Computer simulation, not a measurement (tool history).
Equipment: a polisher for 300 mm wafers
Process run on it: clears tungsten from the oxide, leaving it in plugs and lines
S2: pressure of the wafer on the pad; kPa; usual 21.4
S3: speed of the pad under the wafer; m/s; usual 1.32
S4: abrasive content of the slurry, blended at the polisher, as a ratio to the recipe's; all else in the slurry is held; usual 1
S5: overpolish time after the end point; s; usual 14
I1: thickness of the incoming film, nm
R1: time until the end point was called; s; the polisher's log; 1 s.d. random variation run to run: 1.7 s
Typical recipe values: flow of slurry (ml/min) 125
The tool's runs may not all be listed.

run 1 hour=0 | flow_of_slurry_(ml/min)=125 S2=21.4 S3=1.32 S4=1 S5=19 | I1=528.9 | R1=109.3
-- hour=3.3 slurry tank refilled with fresh slurry and peroxide
-- hour=85.2 slurry blender recalibrated
run 2 hour=95.6 | flow_of_slurry_(ml/min)=125 S2=21.4 S3=1.32 S4=1 S5=14 | I1=534.5 | R1=116.9
run 3 hour=192 | flow_of_slurry_(ml/min)=125 S2=21.4 S3=1.32 S4=1 S5=14 | I1=531.1 | R1=117.4
run 4 hour=247.3 | flow_of_slurry_(ml/min)=125 S2=21.4 S3=1.32 S4=1 S5=14 | I1=528.5 | R1=114
run 5 hour=286.2 | flow_of_slurry_(ml/min)=125 S2=21.4 S3=1.32 S4=1 S5=14 | I1=529.2 | R1=115.6
-- hour=352 slurry nozzle cleaned
run 6 hour=391.4 | flow_of_slurry_(ml/min)=125 S2=21.4 S3=1.32 S4=1 S5=14 | I1=532.9 | R1=115.1
-- hour=410.4 head pressure recalibrated
-- hour=413.3 worn pad replaced by a new one
-- hour=430.6 slurry tank refilled with fresh slurry and peroxide
run 7 hour=431.1 | flow_of_slurry_(ml/min)=125 S2=21.4 S3=1.32 S4=1 S5=14 | I1=535.9 | R1=111.2
run 8 hour=488.2 | flow_of_slurry_(ml/min)=125 S2=21.4 S3=1.32 S4=1 S5=14 | I1=527.4 | R1=111.8
run 9 hour=561.3 | flow_of_slurry_(ml/min)=125 S2=21.4 S3=1.32 S4=1 S5=14 | I1=530.6 | R1=115.5
-- hour=642.2 slurry blender recalibrated
run 10 hour=764.1 | flow_of_slurry_(ml/min)=155 S2=21.4 S3=1.32 S4=1 S5=14 | I1=533.9 | R1=111.5
run 11 hour=807.4 | flow_of_slurry_(ml/min)=125 S2=21.4 S3=1.32 S4=1 S5=19 | I1=523.9 | R1=114.6
run 12 hour=845.3 | flow_of_slurry_(ml/min)=125 S2=28.3 S3=1.32 S4=0.85 S5=7 | I1=526.6 | R1=95.4
-- hour=849.5 worn pad replaced by a new one
-- hour=894.7 slurry tank refilled with fresh slurry and peroxide
run 13 hour=948.8 | flow_of_slurry_(ml/min)=165 S2=17.2 S3=1.32 S4=0.7 S5=14 | I1=538.3 | R1=152.6
-- hour=971.3 head pressure recalibrated
run 14 hour=1016.9 | flow_of_slurry_(ml/min)=125 S2=21.4 S3=1.32 S4=1 S5=14 | I1=523.8 | R1=111.4
run 15 hour=1084.5 | flow_of_slurry_(ml/min)=125 S2=21.4 S3=1.32 S4=0.75 S5=14 | I1=529.2 | R1=121.8
run 16 hour=1150.2 | flow_of_slurry_(ml/min)=85 S2=21.4 S3=1.16 S4=0.7 S5=7 | I1=523.9 | R1=149.8
-- hour=1174.5 slurry nozzle cleaned
-- hour=1183.9 slurry blender recalibrated
run 17 hour=1217.7 | flow_of_slurry_(ml/min)=125 S2=16.5 S3=1.32 S4=0.7 S5=20 | I1=527.2 | R1=165
run 18 hour=1261 | flow_of_slurry_(ml/min)=90 S2=21.4 S3=1.32 S4=1 S5=14 | I1=532.1 | R1=123.4
-- hour=1343.2 worn pad replaced by a new one
run 19 hour=1352.6 | flow_of_slurry_(ml/min)=125 S2=21.4 S3=1.32 S4=1 S5=14 | I1=529.4 | R1=111.3
-- hour=1377.6 slurry tank refilled with fresh slurry and peroxide
run 20 hour=1415.9 | flow_of_slurry_(ml/min)=125 S2=21.4 S3=1.32 S4=1 S5=14 | I1=541.8 | R1=116.7
run 21 hour=1455.2 | flow_of_slurry_(ml/min)=125 S2=17.9 S3=1.02 S4=1.2 S5=14 | I1=531.6 | R1=160.1
run 22 hour=1508.4 | flow_of_slurry_(ml/min)=125 S2=21.4 S3=1.32 S4=1 S5=21 | I1=529 | R1=118.2
-- hour=1564.5 head pressure recalibrated
run 23 hour=1611.6 | flow_of_slurry_(ml/min)=125 S2=23.4 S3=1.46 S4=1 S5=14 | I1=519.6 | R1=95.6
run 24 hour=1694.4 | flow_of_slurry_(ml/min)=125 S2=17.2 S3=1.32 S4=1 S5=11 | I1=529.5 | R1=144.3
-- hour=1702.6 slurry blender recalibrated
run 25 hour=1739.8 | flow_of_slurry_(ml/min)=125 S2=21.4 S3=1.32 S4=0.7 S5=14 | I1=521.4 | R1=128.8
-- hour=1802.8 slurry tank refilled with fresh slurry and peroxide
run 26 hour=1823.1 | flow_of_slurry_(ml/min)=125 S2=21.4 S3=1.32 S4=1 S5=14 | I1=535.8 | R1=118.7

4 ways to go on from here, each from the tool as it stands after run 26. What would each give?
run A hour=1823.6 | flow_of_slurry_(ml/min)=125 S2=21.4 S3=1.32 S4=1.2 S5=14 | I1=525.7 | R1=?
run B hour=1823.6 | flow_of_slurry_(ml/min)=165 S2=21.4 S3=1.32 S4=1.25 S5=22 | I1=525.7 | R1=?
run C hour=1823.6 | flow_of_slurry_(ml/min)=155 S2=21.4 S3=1.32 S4=1.15 S5=14 | I1=525.7 | R1=?
run D hour=1823.6 | flow_of_slurry_(ml/min)=125 S2=15.9 S3=1.56 S4=0.8 S5=17 | I1=525.7 | R1=?

run=A R1=111.1
run=B R1=105.7
run=C R1=108.9
run=D R1=146.4
Without the tool's unlogged condition, the same runs would have read:
run=A R1=103.2
run=B R1=98.1
run=C R1=101.1
run=D R1=135.9
